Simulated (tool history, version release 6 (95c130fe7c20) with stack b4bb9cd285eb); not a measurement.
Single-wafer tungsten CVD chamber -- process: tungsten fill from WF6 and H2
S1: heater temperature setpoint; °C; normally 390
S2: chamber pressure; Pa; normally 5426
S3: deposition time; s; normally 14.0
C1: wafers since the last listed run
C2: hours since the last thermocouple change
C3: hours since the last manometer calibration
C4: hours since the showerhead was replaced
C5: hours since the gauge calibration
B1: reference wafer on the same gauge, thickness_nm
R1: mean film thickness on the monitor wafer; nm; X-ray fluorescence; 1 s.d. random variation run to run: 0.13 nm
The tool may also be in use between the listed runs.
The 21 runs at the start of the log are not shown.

run 22 day=30.288 | S1=381 S2=5426 S3=15.8 | C1=541 C2=291.8 C3=462.1 C4=319.4 C5=383.6 | B1=35.940 | R1=33.836
run 23 day=31.658 | S1=390 S2=5426 S3=15.0 | C1=1080 C2=324.7 C3=495.0 C4=352.3 C5=416.5 | B1=35.939 | R1=39.570
run 24 day=32.979 | S1=402 S2=4346 S3=11.4 | C1=1040 C2=356.4 C3=526.7 C4=384.0 C5=448.2 | B1=35.915 | R1=32.933
run 25 day=33.496 | S1=390 S2=6066 S3=14.0 | C1=407 C2=368.8 C3=539.1 C4=396.4 C5=460.6 | B1=35.894 | R1=39.451
run 26 day=34.412 | S1=390 S2=5426 S3=13.1 | C1=722 C2=390.8 C3=561.1 C4=418.4 C5=482.6 | B1=35.917 | R1=34.437
run 27 day=35.425 | S1=390 S2=5773 S3=15.0 | C1=797 C2=415.1 C3=585.4 C4=442.7 C5=506.9 | B1=35.904 | R1=40.809
run 28 day=36.333 | S1=390 S2=5426 S3=14.0 | C1=715 C2=436.9 C3=607.2 C4=464.5 C5=528.7 | B1=35.872 | R1=36.475
run 29 day=37.488 | S1=379 S2=4813 S3=14.0 | C1=909 C2=464.6 C3=634.9 C4=492.2 C5=556.4 | B1=35.904 | R1=26.479
run 30 day=38.942 | S1=390 S2=5959 S3=14.0 | C1=1146 C2=499.5 C3=669.8 C4=527.1 C5=591.3 | B1=35.890 | R1=39.026
run 31 day=39.508 | S1=390 S2=6119 S3=12.0 | C1=446 C2=513.1 C3=683.4 C4=540.7 C5=604.9 | B1=35.897 | R1=34.000
run 32 day=40.408 | S1=403 S2=6279 S3=11.7 | C1=709 C2=534.7 C3=705.0 C4=562.3 C5=626.5 | B1=35.843 | R1=44.070
run 33 day=41.504 | S1=398 S2=5426 S3=15.9 | C1=863 C2=561.0 C3=731.3 C4=588.6 C5=652.8 | B1=35.900 | R1=49.265
run 34 day=42.304 | S1=390 S2=4253 S3=14.0 | C1=630 C2=580.2 C3=750.5 C4=607.8 C5=672.0 | B1=35.905 | R1=30.824
run 35 day=43.383 | S1=403 S2=5426 S3=12.0 | C1=850 C2=606.1 C3=776.4 C4=633.7 C5=697.9 | B1=35.839 | R1=41.217

Here are 3 independent what-if runs from the current tool condition. What would each one return?
run A day=43.400 | S1=390 S2=5426 S3=14.0 | C1=13 C2=606.5 C3=776.8 C4=634.1 C5=698.3 | B1=? | R1=?
run B day=43.400 | S1=402 S2=6386 S3=16.6 | C1=13 C2=606.5 C3=776.8 C4=634.1 C5=698.3 | B1=? | R1=?
run C day=43.400 | S1=397 S2=5426 S3=14.0 | C1=13 C2=606.5 C3=776.8 C4=634.1 C5=698.3 | B1=? | R1=?

run=A B1=35.908 R1=36.563
run=B B1=35.908 R1=61.867
run=C B1=35.908 R1=42.483
Take away the tool's hidden state, keep each run's random variation, and the runs would have read:
run=A R1=36.541
run=B R1=61.906
run=C R1=42.479
